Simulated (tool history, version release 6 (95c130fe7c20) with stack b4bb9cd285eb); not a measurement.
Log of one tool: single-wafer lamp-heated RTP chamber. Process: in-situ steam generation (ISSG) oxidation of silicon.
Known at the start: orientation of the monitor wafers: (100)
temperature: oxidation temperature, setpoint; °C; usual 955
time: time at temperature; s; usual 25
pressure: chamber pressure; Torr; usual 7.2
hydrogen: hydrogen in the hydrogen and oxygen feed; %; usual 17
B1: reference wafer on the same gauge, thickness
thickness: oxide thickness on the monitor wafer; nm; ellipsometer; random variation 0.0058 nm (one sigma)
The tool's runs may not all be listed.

{"run": 1, "hour": 0.0, "temperature": 955, "time": 25, "pressure": 7.2, "hydrogen": 17, "B1": 3.12, "thickness": 3.933}
{"run": 2, "hour": 16.5, "temperature": 955, "time": 25, "pressure": 7.2, "hydrogen": 17, "B1": 3.121, "thickness": 3.925}
{"run": 3, "hour": 26.3, "temperature": 955, "time": 25, "pressure": 7.2, "hydrogen": 17, "B1": 3.118, "thickness": 3.929}
{"run": 4, "hour": 40.1, "temperature": 955, "time": 25, "pressure": 7.2, "hydrogen": 17, "B1": 3.121, "thickness": 3.941}
{"run": 5, "hour": 46.1, "temperature": 955, "time": 25, "pressure": 7.2, "hydrogen": 17, "B1": 3.119, "thickness": 3.932}
{"hour": 58.6, "done": "pyrometer window cleaned and pyrometer calibrated"}
{"hour": 66.7, "done": "pressure gauge zeroed"}
{"run": 6, "hour": 67.2, "temperature": 955, "time": 25, "pressure": 7.8, "hydrogen": 17, "B1": 3.121, "thickness": 3.871}
{"run": 7, "hour": 79.7, "temperature": 955, "time": 25, "pressure": 7.2, "hydrogen": 17, "B1": 3.121, "thickness": 3.858}
{"run": 8, "hour": 91.3, "temperature": 955, "time": 25, "pressure": 7.2, "hydrogen": 17, "B1": 3.119, "thickness": 3.872}
{"run": 9, "hour": 100.3, "temperature": 955, "time": 25, "pressure": 7.2, "hydrogen": 17, "B1": 3.12, "thickness": 3.855}
{"run": 10, "hour": 107.9, "temperature": 955, "time": 25, "pressure": 7.2, "hydrogen": 17, "B1": 3.121, "thickness": 3.856}
{"run": 11, "hour": 123.8, "temperature": 968, "time": 25, "pressure": 6.9, "hydrogen": 17, "B1": 3.121, "thickness": 4.037}
{"run": 12, "hour": 142.3, "temperature": 955, "time": 25, "pressure": 7.8, "hydrogen": 17, "B1": 3.12, "thickness": 3.892}
{"run": 13, "hour": 150.7, "temperature": 955, "time": 25, "pressure": 7.2, "hydrogen": 17, "B1": 3.12, "thickness": 3.871}
{"run": 14, "hour": 163.7, "temperature": 950, "time": 25, "pressure": 8.4, "hydrogen": 24, "B1": 3.12, "thickness": 4.12}
{"run": 15, "hour": 180.8, "temperature": 935, "time": 15, "pressure": 6.9, "hydrogen": 11, "B1": 3.119, "thickness": 2.678}
{"run": 16, "hour": 192.4, "temperature": 945, "time": 21, "pressure": 7.7, "hydrogen": 11, "B1": 3.12, "thickness": 3.184}
{"hour": 205.9, "done": "gauge calibrated"}
{"run": 17, "hour": 209.8, "temperature": 955, "time": 25, "pressure": 6.9, "hydrogen": 22, "B1": 3.119, "thickness": 4.108}
{"hour": 219.8, "done": "hydrogen flow controller replaced"}
{"run": 18, "hour": 220.3, "temperature": 955, "time": 32, "pressure": 7.2, "hydrogen": 17, "B1": 3.119, "thickness": 4.338}
{"run": 19, "hour": 229.4, "temperature": 974, "time": 25, "pressure": 6.9, "hydrogen": 25, "B1": 3.119, "thickness": 4.543}
{"run": 20, "hour": 236.9, "temperature": 963, "time": 22, "pressure": 7.9, "hydrogen": 11, "B1": 3.12, "thickness": 3.447}
{"run": 21, "hour": 252.7, "temperature": 962, "time": 25, "pressure": 7.2, "hydrogen": 17, "B1": 3.122, "thickness": 3.974}
{"run": 22, "hour": 260.2, "temperature": 948, "time": 25, "pressure": 7.6, "hydrogen": 13, "B1": 3.12, "thickness": 3.599}
{"run": 23, "hour": 278.0, "temperature": 955, "time": 25, "pressure": 7.2, "hydrogen": 17, "B1": 3.12, "thickness": 3.881}
{"run": 24, "hour": 291.8, "temperature": 955, "time": 22, "pressure": 7.2, "hydrogen": 17, "B1": 3.12, "thickness": 3.677}
{"run": 25, "hour": 320.8, "temperature": 945, "time": 25, "pressure": 6.9, "hydrogen": 11, "B1": 3.12, "thickness": 3.422}
{"run": 26, "hour": 338.1, "temperature": 955, "time": 25, "pressure": 7.2, "hydrogen": 17, "B1": 3.119, "thickness": 3.893}
{"run": 27, "hour": 347.6, "temperature": 947, "time": 16, "pressure": 7.2, "hydrogen": 17, "B1": 3.121, "thickness": 3.159}
{"run": 28, "hour": 364.4, "temperature": 955, "time": 25, "pressure": 7.2, "hydrogen": 17, "B1": 3.121, "thickness": 3.905}
{"run": 29, "hour": 397.6, "temperature": 940, "time": 30, "pressure": 7.2, "hydrogen": 17, "B1": 3.12, "thickness": 4.036}
{"run": 30, "hour": 447.3, "temperature": 955, "time": 25, "pressure": 7.2, "hydrogen": 11, "B1": 3.121, "thickness": 3.576}
{"run": 31, "hour": 457.1, "temperature": 955, "time": 25, "pressure": 7.8, "hydrogen": 17, "B1": 3.119, "thickness": 3.927}
{"run": 32, "hour": 469.4, "temperature": 955, "time": 25, "pressure": 8.3, "hydrogen": 17, "B1": 3.12, "thickness": 3.937}

Forecast each of these 3 alternatives for the next run:
{"run": "A", "hour": 469.9, "temperature": 955, "time": 25, "pressure": 7.2, "hydrogen": 17, "B1": "?", "thickness": "?"}
{"run": "B", "hour": 469.9, "temperature": 955, "time": 20, "pressure": 8.1, "hydrogen": 17, "B1": "?", "thickness": "?"}
{"run": "C", "hour": 469.9, "temperature": 955, "time": 25, "pressure": 7.7, "hydrogen": 26, "B1": "?", "thickness": "?"}

run=A B1=3.120 thickness=3.926
run=B B1=3.120 thickness=3.574
run=C B1=3.120 thickness=4.342
Without the tool's hidden state the same runs would have given:
run=A thickness=3.858
run=B thickness=3.517
run=C thickness=4.266

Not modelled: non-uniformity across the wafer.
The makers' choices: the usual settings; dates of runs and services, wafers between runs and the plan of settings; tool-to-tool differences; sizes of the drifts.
